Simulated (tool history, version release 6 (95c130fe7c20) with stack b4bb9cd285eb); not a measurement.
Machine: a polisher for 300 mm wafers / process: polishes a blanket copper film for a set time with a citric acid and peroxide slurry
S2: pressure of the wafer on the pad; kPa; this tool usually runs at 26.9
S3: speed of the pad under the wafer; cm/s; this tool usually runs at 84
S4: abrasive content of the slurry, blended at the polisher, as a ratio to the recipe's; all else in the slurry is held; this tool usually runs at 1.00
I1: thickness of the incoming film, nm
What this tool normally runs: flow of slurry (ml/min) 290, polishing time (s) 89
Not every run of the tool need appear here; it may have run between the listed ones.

run 1 hour=0.0 | flow_of_slurry_(ml/min)=290 S2=26.9 S3=84 S4=1.00 polishing_time_(s)=89 | I1=1110.2 | film_removed_(Å)=1753
-- hour=15.4 slurry blender recalibrated
run 2 hour=45.1 | flow_of_slurry_(ml/min)=255 S2=26.9 S3=84 S4=1.00 polishing_time_(s)=89 | I1=1125.5 | film_removed_(Å)=1771
run 3 hour=139.6 | flow_of_slurry_(ml/min)=255 S2=26.9 S3=84 S4=1.00 polishing_time_(s)=89 | I1=1113.2 | film_removed_(Å)=1737
run 4 hour=182.5 | flow_of_slurry_(ml/min)=290 S2=32.4 S3=84 S4=1.00 polishing_time_(s)=89 | I1=1113.0 | film_removed_(Å)=2084
run 5 hour=285.8 | flow_of_slurry_(ml/min)=290 S2=32.4 S3=84 S4=1.00 polishing_time_(s)=89 | I1=1112.2 | film_removed_(Å)=2040
-- hour=363.2 worn pad replaced by a new one
-- hour=383.2 slurry blender recalibrated
run 6 hour=385.4 | flow_of_slurry_(ml/min)=290 S2=26.9 S3=84 S4=1.00 polishing_time_(s)=89 | I1=1108.9 | film_removed_(Å)=1730
-- hour=405.4 slurry nozzle cleaned
run 7 hour=429.0 | flow_of_slurry_(ml/min)=290 S2=26.9 S3=84 S4=1.00 polishing_time_(s)=89 | I1=1136.6 | film_removed_(Å)=1766
run 8 hour=468.5 | flow_of_slurry_(ml/min)=290 S2=26.9 S3=84 S4=1.00 polishing_time_(s)=89 | I1=1112.5 | film_removed_(Å)=1726
run 9 hour=522.9 | flow_of_slurry_(ml/min)=290 S2=26.9 S3=84 S4=1.00 polishing_time_(s)=89 | I1=1103.5 | film_removed_(Å)=1720
run 10 hour=574.2 | flow_of_slurry_(ml/min)=290 S2=26.9 S3=84 S4=1.00 polishing_time_(s)=89 | I1=1113.8 | film_removed_(Å)=1734
run 11 hour=634.1 | flow_of_slurry_(ml/min)=290 S2=26.9 S3=84 S4=1.00 polishing_time_(s)=89 | I1=1106.4 | film_removed_(Å)=1702
-- hour=730.2 worn pad replaced by a new one
run 12 hour=732.9 | flow_of_slurry_(ml/min)=290 S2=26.9 S3=76 S4=1.00 polishing_time_(s)=89 | I1=1132.1 | film_removed_(Å)=1538
-- hour=751.8 head pressure recalibrated
-- hour=773.3 slurry blender recalibrated
run 13 hour=839.9 | flow_of_slurry_(ml/min)=290 S2=26.9 S3=76 S4=1.00 polishing_time_(s)=89 | I1=1136.5 | film_removed_(Å)=1701
run 14 hour=924.2 | flow_of_slurry_(ml/min)=290 S2=19.3 S3=84 S4=1.10 polishing_time_(s)=89 | I1=1107.7 | film_removed_(Å)=1361
run 15 hour=996.4 | flow_of_slurry_(ml/min)=320 S2=35.2 S3=64 S4=1.00 polishing_time_(s)=99 | I1=1125.2 | film_removed_(Å)=2001
-- hour=1039.5 slurry nozzle cleaned
run 16 hour=1076.4 | flow_of_slurry_(ml/min)=290 S2=26.9 S3=84 S4=1.00 polishing_time_(s)=89 | I1=1122.9 | film_removed_(Å)=1779
run 17 hour=1122.9 | flow_of_slurry_(ml/min)=290 S2=26.9 S3=84 S4=1.00 polishing_time_(s)=89 | I1=1113.2 | film_removed_(Å)=1808
-- hour=1154.1 slurry blender recalibrated
-- hour=1169.8 worn pad replaced by a new one
run 18 hour=1201.7 | flow_of_slurry_(ml/min)=200 S2=26.9 S3=84 S4=1.00 polishing_time_(s)=113 | I1=1128.5 | film_removed_(Å)=2201
run 19 hour=1257.7 | flow_of_slurry_(ml/min)=290 S2=26.9 S3=84 S4=1.00 polishing_time_(s)=89 | I1=1120.7 | film_removed_(Å)=1811
run 20 hour=1334.9 | flow_of_slurry_(ml/min)=290 S2=26.9 S3=84 S4=1.00 polishing_time_(s)=89 | I1=1108.8 | film_removed_(Å)=1772
run 21 hour=1439.4 | flow_of_slurry_(ml/min)=290 S2=26.9 S3=104 S4=1.10 polishing_time_(s)=89 | I1=1136.5 | film_removed_(Å)=2190
-- hour=1591.6 slurry blender recalibrated
-- hour=1625.5 worn pad replaced by a new one
run 22 hour=1655.9 | flow_of_slurry_(ml/min)=290 S2=30.3 S3=84 S4=1.00 polishing_time_(s)=89 | I1=1124.3 | film_removed_(Å)=1925
-- hour=1711.9 slurry nozzle cleaned
run 23 hour=1735.9 | flow_of_slurry_(ml/min)=290 S2=26.9 S3=84 S4=1.00 polishing_time_(s)=89 | I1=1119.2 | film_removed_(Å)=1720
run 24 hour=1835.6 | flow_of_slurry_(ml/min)=290 S2=22.1 S3=110 S4=1.00 polishing_time_(s)=89 | I1=1112.4 | film_removed_(Å)=1860
-- hour=1861.0 head pressure recalibrated
run 25 hour=1923.3 | flow_of_slurry_(ml/min)=290 S2=26.9 S3=98 S4=1.00 polishing_time_(s)=89 | I1=1104.6 | film_removed_(Å)=2193
-- hour=1946.5 slurry blender recalibrated
run 26 hour=1967.6 | flow_of_slurry_(ml/min)=350 S2=26.9 S3=84 S4=1.00 polishing_time_(s)=89 | I1=1118.0 | film_removed_(Å)=1884
-- hour=2071.8 worn pad replaced by a new one
run 27 hour=2072.3 | flow_of_slurry_(ml/min)=290 S2=36.5 S3=84 S4=1.15 polishing_time_(s)=66 | I1=1127.0 | film_removed_(Å)=1860

Alternative continuations, all from the tool just after run 27; predict every row:
run A hour=2072.7 | flow_of_slurry_(ml/min)=290 S2=26.9 S3=84 S4=1.00 polishing_time_(s)=89 | I1=1119.7 | film_removed_(Å)=?
run B hour=2072.7 | flow_of_slurry_(ml/min)=360 S2=26.9 S3=84 S4=1.00 polishing_time_(s)=89 | I1=1119.7 | film_removed_(Å)=?
run C hour=2072.7 | flow_of_slurry_(ml/min)=230 S2=30.3 S3=104 S4=1.00 polishing_time_(s)=119 | I1=1119.7 | film_removed_(Å)=?
run D hour=2072.7 | flow_of_slurry_(ml/min)=290 S2=26.9 S3=84 S4=1.25 polishing_time_(s)=89 | I1=1119.7 | film_removed_(Å)=?
run E hour=2072.7 | flow_of_slurry_(ml/min)=335 S2=26.9 S3=106 S4=1.00 polishing_time_(s)=89 | I1=1119.7 | film_removed_(Å)=?

run=A film_removed_(Å)=1853
run=B film_removed_(Å)=1886
run=C film_removed_(Å)=3331
run=D film_removed_(Å)=1940
run=E film_removed_(Å)=2348
Take away the tool's hidden state, keep each run's random variation, and the runs would have read:
run=A film_removed_(Å)=1910
run=B film_removed_(Å)=1943
run=C film_removed_(Å)=3434
run=D film_removed_(Å)=2000
run=E film_removed_(Å)=2420
